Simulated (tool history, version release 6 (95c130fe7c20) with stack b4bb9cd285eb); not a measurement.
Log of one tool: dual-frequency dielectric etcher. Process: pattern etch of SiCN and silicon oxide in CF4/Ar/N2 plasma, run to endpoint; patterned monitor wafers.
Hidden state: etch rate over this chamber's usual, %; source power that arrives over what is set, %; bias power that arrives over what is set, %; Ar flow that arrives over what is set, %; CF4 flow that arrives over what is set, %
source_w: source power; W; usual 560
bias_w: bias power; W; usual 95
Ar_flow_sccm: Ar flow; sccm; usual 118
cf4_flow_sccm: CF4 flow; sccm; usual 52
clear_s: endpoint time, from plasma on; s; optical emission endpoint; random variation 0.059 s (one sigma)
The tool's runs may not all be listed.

run,hour,source_w,bias_w,Ar_flow_sccm,cf4_flow_sccm,wafers since the last listed run,hours since the last wet clean,hours since the last source power generator calibration,hours since the last bias power generator calibration,hours since the last Ar flow controller change,hours since the last CF4 flow controller change,hours since the last upper electrode change,"incoming incoming film thickness, nm",clear_s
1,0,460,95,118,46,0,501.5,321,2802,3015.1,3933.1,137.5,17.87,21.6
2,49.9,560,95,118,52,792,551.4,370.9,2851.9,3065,3983,187.4,17.89,17
# hour 97.1: CF4 flow controller replaced
3,115.1,520,95,92,47,939,616.6,436.1,2917.1,3130.2,18,252.6,17.84,17.5
4,174.4,560,88,118,42,941,675.9,495.4,2976.4,3189.5,77.3,311.9,17.85,17.8
# hour 230.8: wet clean of the chamber
5,231.3,560,95,118,52,522,0.5,552.3,3033.3,3246.4,134.2,368.8,18.06,17
6,261,560,95,144,52,471,30.2,582,3063,3276.1,163.9,398.5,18.06,17.8
7,319.1,560,95,89,52,922,88.3,640.1,3121.1,3334.2,222,456.6,17.96,15.8
8,390.9,500,95,118,52,1139,160.1,711.9,3192.9,3406,293.8,528.4,17.91,19.3
9,462.6,520,95,92,47,1138,231.8,783.6,3264.6,3477.7,365.5,600.1,17.89,17.4
# hour 471.1: bias power generator calibrated
10,539.5,430,102,118,52,1157,308.7,860.5,68.4,3554.6,442.4,677,18.04,23
11,581.2,630,95,138,52,661,350.4,902.2,110.1,3596.3,484.1,718.7,17.91,15.8
12,642.3,560,88,133,52,969,411.5,963.3,171.2,3657.4,545.2,779.8,17.94,18.2
13,719.9,460,95,128,42,1231,489.1,1040.9,248.8,3735,622.8,857.4,17.8,22.4
# hour 760.7: Ar flow controller replaced
# hour 801.9: wet clean of the chamber
14,824.8,560,95,118,52,1188,22.9,1145.8,353.7,64.1,727.7,962.3,17.77,16.7
15,948.4,560,107,110,43,1962,146.5,1269.4,477.3,187.7,851.3,1085.9,17.89,16.5
16,1009.9,450,82,143,52,976,208,1330.9,538.8,249.2,912.8,1147.4,17.99,24
17,1104.6,610,75,96,52,1503,302.7,1425.6,633.5,343.9,1007.5,1242.1,17.88,15.7
18,1170.9,560,95,118,52,1052,369,1491.9,699.8,410.2,1073.8,1308.4,17.85,16.9
19,1242.6,560,78,135,52,1138,440.7,1563.6,771.5,481.9,1145.5,1380.1,17.83,18.6
20,1299.8,560,95,118,52,907,497.9,1620.8,828.7,539.1,1202.7,1437.3,17.85,16.9
21,1369.1,560,95,138,52,1100,567.2,1690.1,898,608.4,1272,1506.6,17.8,17.6
22,1447.4,500,95,118,47,1242,645.5,1768.4,976.3,686.7,1350.3,1584.9,17.96,19.8
# hour 1524.9: wet clean of the chamber
23,1532.8,560,95,118,52,974,7.9,1853.8,1061.7,772.1,1435.7,1670.3,17.86,17
24,1593.7,500,95,118,47,966,68.8,1914.7,1122.6,833,1496.6,1731.2,17.79,19.5

How the hidden state differs across the entries between the runs, from the last listed run before each to the first after it:
Between runs 2 and 3: CF4 flow controller replaced (hour 97.1)
  bias power that arrives over what is set, %: 3.63 -> 3.82; Ar flow that arrives over what is set, %: 6.94 -> 6.99
  measured less the result without the state, clear_s: +0.1 -> +0.1 s
Between runs 4 and 5: wet clean of the chamber (hour 230.8)
  bias power that arrives over what is set, %: 4 -> 4.18; Ar flow that arrives over what is set, %: 7.02 -> 7.06
  measured less the result without the state, clear_s: +0.1 -> +0 s
Between runs 9 and 10: bias power generator calibrated (hour 471.1)
  bias power that arrives over what is set, %: 4.92 -> -0.586; Ar flow that arrives over what is set, %: 7.19 -> 7.23
  measured less the result without the state, clear_s: +0 -> +0.3 s
Between runs 13 and 14: Ar flow controller replaced (hour 760.7); wet clean of the chamber (hour 801.9)
  bias power that arrives over what is set, %: -0.557 -> -0.524; Ar flow that arrives over what is set, %: 7.31 -> 0.399
  measured less the result without the state, clear_s: +0.4 -> +0 s
Between runs 22 and 23: wet clean of the chamber (hour 1524.9)
  bias power that arrives over what is set, %: -0.102 -> -0.0132; Ar flow that arrives over what is set, %: 3.26 -> 3.57
  measured less the result without the state, clear_s: +0.2 -> +0.2 s

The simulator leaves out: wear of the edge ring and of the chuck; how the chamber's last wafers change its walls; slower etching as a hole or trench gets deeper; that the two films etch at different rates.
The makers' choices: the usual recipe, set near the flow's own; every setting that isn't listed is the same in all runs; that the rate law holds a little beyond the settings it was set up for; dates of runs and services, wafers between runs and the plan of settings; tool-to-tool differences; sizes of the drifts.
